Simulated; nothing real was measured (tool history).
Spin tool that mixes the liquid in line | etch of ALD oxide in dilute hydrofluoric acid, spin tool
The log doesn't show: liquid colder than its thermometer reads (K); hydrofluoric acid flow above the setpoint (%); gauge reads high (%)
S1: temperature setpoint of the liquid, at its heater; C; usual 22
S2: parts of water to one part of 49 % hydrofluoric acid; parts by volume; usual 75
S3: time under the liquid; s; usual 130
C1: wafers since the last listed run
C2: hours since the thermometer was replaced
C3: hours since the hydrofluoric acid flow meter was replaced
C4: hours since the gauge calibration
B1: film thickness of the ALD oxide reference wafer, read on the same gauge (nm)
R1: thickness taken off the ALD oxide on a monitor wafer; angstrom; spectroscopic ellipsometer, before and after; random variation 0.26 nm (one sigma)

{"run": 1, "hour": 0.0, "S1": 22, "S2": 45, "S3": 165, "C1": 0, "C2": 2237.8, "C3": 1197.2, "C4": 830.8, "B1": 52.01, "R1": 657.8}
{"run": 2, "hour": 43.3, "S1": 22, "S2": 45, "S3": 165, "C1": 532, "C2": 2281.1, "C3": 1240.5, "C4": 874.1, "B1": 52.04, "R1": 652.6}
{"run": 3, "hour": 135.4, "S1": 22, "S2": 75, "S3": 80, "C1": 1132, "C2": 2373.2, "C3": 1332.6, "C4": 966.2, "B1": 52.1, "R1": 182.5}
{"run": 4, "hour": 178.1, "S1": 22, "S2": 75, "S3": 80, "C1": 524, "C2": 2415.9, "C3": 1375.3, "C4": 1008.9, "B1": 52.08, "R1": 183.6}
{"run": 5, "hour": 241.0, "S1": 22, "S2": 75, "S3": 130, "C1": 773, "C2": 2478.8, "C3": 1438.2, "C4": 1071.8, "B1": 52.13, "R1": 299.5}
{"hour": 280.8, "done": "gauge calibrated"}
{"run": 6, "hour": 284.0, "S1": 22, "S2": 75, "S3": 130, "C1": 528, "C2": 2521.8, "C3": 1481.2, "C4": 3.2, "B1": 49.81, "R1": 281.6}
{"run": 7, "hour": 331.2, "S1": 22, "S2": 75, "S3": 130, "C1": 580, "C2": 2569, "C3": 1528.4, "C4": 50.4, "B1": 50.1, "R1": 292.5}
{"run": 8, "hour": 394.9, "S1": 22, "S2": 75, "S3": 130, "C1": 783, "C2": 2632.7, "C3": 1592.1, "C4": 114.1, "B1": 50.38, "R1": 291}
{"run": 9, "hour": 433.6, "S1": 22, "S2": 75, "S3": 130, "C1": 475, "C2": 2671.4, "C3": 1630.8, "C4": 152.8, "B1": 50.57, "R1": 288.8}
{"run": 10, "hour": 503.1, "S1": 22, "S2": 75, "S3": 130, "C1": 854, "C2": 2740.9, "C3": 1700.3, "C4": 222.3, "B1": 50.8, "R1": 289.8}
{"run": 11, "hour": 601.1, "S1": 22, "S2": 75, "S3": 130, "C1": 1204, "C2": 2838.9, "C3": 1798.3, "C4": 320.3, "B1": 51.09, "R1": 293.7}
{"run": 12, "hour": 681.5, "S1": 22, "S2": 75, "S3": 130, "C1": 988, "C2": 2919.3, "C3": 1878.7, "C4": 400.7, "B1": 51.25, "R1": 291.2}
{"run": 13, "hour": 775.1, "S1": 24, "S2": 55, "S3": 105, "C1": 1150, "C2": 3012.9, "C3": 1972.3, "C4": 494.3, "B1": 51.41, "R1": 353.5}
{"run": 14, "hour": 820.5, "S1": 22, "S2": 110, "S3": 80, "C1": 558, "C2": 3058.3, "C3": 2017.7, "C4": 539.7, "B1": 51.5, "R1": 118.5}
{"hour": 850.7, "done": "thermometer replaced"}
{"run": 15, "hour": 914.1, "S1": 22, "S2": 75, "S3": 130, "C1": 1138, "C2": 63.4, "C3": 2111.3, "C4": 633.3, "B1": 51.57, "R1": 298.4}
{"run": 16, "hour": 966.5, "S1": 22, "S2": 75, "S3": 130, "C1": 644, "C2": 115.8, "C3": 2163.7, "C4": 685.7, "B1": 51.61, "R1": 294}
{"run": 17, "hour": 1022.8, "S1": 22, "S2": 105, "S3": 130, "C1": 692, "C2": 172.1, "C3": 2220, "C4": 742, "B1": 51.68, "R1": 205}
{"hour": 1052.3, "done": "hydrofluoric acid flow meter replaced"}
{"run": 18, "hour": 1087.3, "S1": 26.5, "S2": 50, "S3": 105, "C1": 780, "C2": 236.6, "C3": 35, "C4": 806.5, "B1": 51.72, "R1": 438.2}
{"run": 19, "hour": 1168.1, "S1": 22, "S2": 110, "S3": 80, "C1": 993, "C2": 317.4, "C3": 115.8, "C4": 887.3, "B1": 51.76, "R1": 118.6}
{"run": 20, "hour": 1216.6, "S1": 24.5, "S2": 75, "S3": 130, "C1": 596, "C2": 365.9, "C3": 164.3, "C4": 935.8, "B1": 51.81, "R1": 325.5}
{"hour": 1226.7, "done": "gauge calibrated"}
{"run": 21, "hour": 1308.6, "S1": 22, "S2": 90, "S3": 130, "C1": 1131, "C2": 457.9, "C3": 256.3, "C4": 81.9, "B1": 50.34, "R1": 233.9}
{"run": 22, "hour": 1405.0, "S1": 22, "S2": 75, "S3": 130, "C1": 1185, "C2": 554.3, "C3": 352.7, "C4": 178.3, "B1": 50.74, "R1": 287.9}
{"run": 23, "hour": 1501.1, "S1": 24, "S2": 75, "S3": 130, "C1": 1181, "C2": 650.4, "C3": 448.8, "C4": 274.4, "B1": 51.04, "R1": 312.6}
{"run": 24, "hour": 1603.0, "S1": 20.5, "S2": 115, "S3": 100, "C1": 1252, "C2": 752.3, "C3": 550.7, "C4": 376.3, "B1": 51.27, "R1": 130}

The same runs without the tool's hidden state, with the same run-to-run variation:
run=1 R1=632.2
run=2 R1=626.9
run=3 R1=175.2
run=4 R1=176.2
run=5 R1=287.3
run=6 R1=282.8
run=7 R1=292.1
run=8 R1=288.7
run=9 R1=285.7
run=10 R1=285.2
run=11 R1=287.4
run=12 R1=284
run=13 R1=343.7
run=14 R1=115.1
run=15 R1=289.2
run=16 R1=284.6
run=17 R1=198.3
run=18 R1=423.5
run=19 R1=114.6
run=20 R1=314.2
run=21 R1=232.3
run=22 R1=283.6
run=23 R1=306.1
run=24 R1=126.7
